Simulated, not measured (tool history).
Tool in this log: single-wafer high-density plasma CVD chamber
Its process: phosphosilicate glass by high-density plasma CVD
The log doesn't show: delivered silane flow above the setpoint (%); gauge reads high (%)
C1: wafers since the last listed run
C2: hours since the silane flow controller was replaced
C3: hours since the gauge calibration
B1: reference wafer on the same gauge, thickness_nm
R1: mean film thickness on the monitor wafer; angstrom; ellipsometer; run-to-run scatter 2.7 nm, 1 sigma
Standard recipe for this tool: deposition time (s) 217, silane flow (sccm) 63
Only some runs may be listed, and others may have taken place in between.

{"run": 1, "hour": 0.0, "deposition time (s)": 217, "silane flow (sccm)": 55, "C1": 0, "C2": 1727.0, "C3": 36.7, "B1": 1541.769, "R1": 12136.51}
{"run": 2, "hour": 24.4, "deposition time (s)": 217, "silane flow (sccm)": 55, "C1": 230, "C2": 1751.4, "C3": 61.1, "B1": 1539.202, "R1": 12187.84}
{"run": 3, "hour": 48.1, "deposition time (s)": 217, "silane flow (sccm)": 55, "C1": 223, "C2": 1775.1, "C3": 84.8, "B1": 1540.244, "R1": 12141.25}
{"run": 4, "hour": 83.6, "deposition time (s)": 217, "silane flow (sccm)": 63, "C1": 335, "C2": 1810.6, "C3": 120.3, "B1": 1541.613, "R1": 13816.44}
{"run": 5, "hour": 99.3, "deposition time (s)": 217, "silane flow (sccm)": 63, "C1": 148, "C2": 1826.3, "C3": 136.0, "B1": 1540.029, "R1": 13841.67}
{"run": 6, "hour": 115.6, "deposition time (s)": 217, "silane flow (sccm)": 63, "C1": 154, "C2": 1842.6, "C3": 152.3, "B1": 1539.803, "R1": 13820.71}
{"run": 7, "hour": 142.0, "deposition time (s)": 217, "silane flow (sccm)": 63, "C1": 249, "C2": 1869.0, "C3": 178.7, "B1": 1540.562, "R1": 13837.19}
{"run": 8, "hour": 175.5, "deposition time (s)": 217, "silane flow (sccm)": 63, "C1": 316, "C2": 1902.5, "C3": 212.2, "B1": 1539.383, "R1": 13833.45}
{"run": 9, "hour": 198.4, "deposition time (s)": 187, "silane flow (sccm)": 72, "C1": 216, "C2": 1925.4, "C3": 235.1, "B1": 1539.955, "R1": 13553.02}
{"run": 10, "hour": 212.6, "deposition time (s)": 194, "silane flow (sccm)": 59, "C1": 134, "C2": 1939.6, "C3": 249.3, "B1": 1539.243, "R1": 11663.71}
{"run": 11, "hour": 225.0, "deposition time (s)": 200, "silane flow (sccm)": 63, "C1": 117, "C2": 1952.0, "C3": 261.7, "B1": 1538.665, "R1": 12818.08}
{"hour": 244.9, "done": "gauge calibrated"}
{"run": 12, "hour": 260.8, "deposition time (s)": 180, "silane flow (sccm)": 51, "C1": 338, "C2": 1987.8, "C3": 15.9, "B1": 1539.466, "R1": 9498.67}
{"hour": 298.3, "done": "silane flow controller replaced"}
{"run": 13, "hour": 298.8, "deposition time (s)": 189, "silane flow (sccm)": 53, "C1": 283, "C2": 0.5, "C3": 53.9, "B1": 1539.976, "R1": 9815.43}
{"run": 14, "hour": 318.2, "deposition time (s)": 201, "silane flow (sccm)": 51, "C1": 183, "C2": 19.9, "C3": 73.3, "B1": 1539.985, "R1": 10065.23}
{"run": 15, "hour": 331.5, "deposition time (s)": 217, "silane flow (sccm)": 63, "C1": 125, "C2": 33.2, "C3": 86.6, "B1": 1539.671, "R1": 13236.58}

What does the tool deliver on the next run?
{"run": 16, "hour": 349.0, "deposition time (s)": 248, "silane flow (sccm)": 63, "C1": 165, "C2": 50.7, "C3": 104.1, "B1": "?", "R1": "?"}

{"run 16": {"B1": 1539.517, "R1": 15100.26}}
With no hidden state in the tool, this same run would have given R1 15099.36 angstrom.
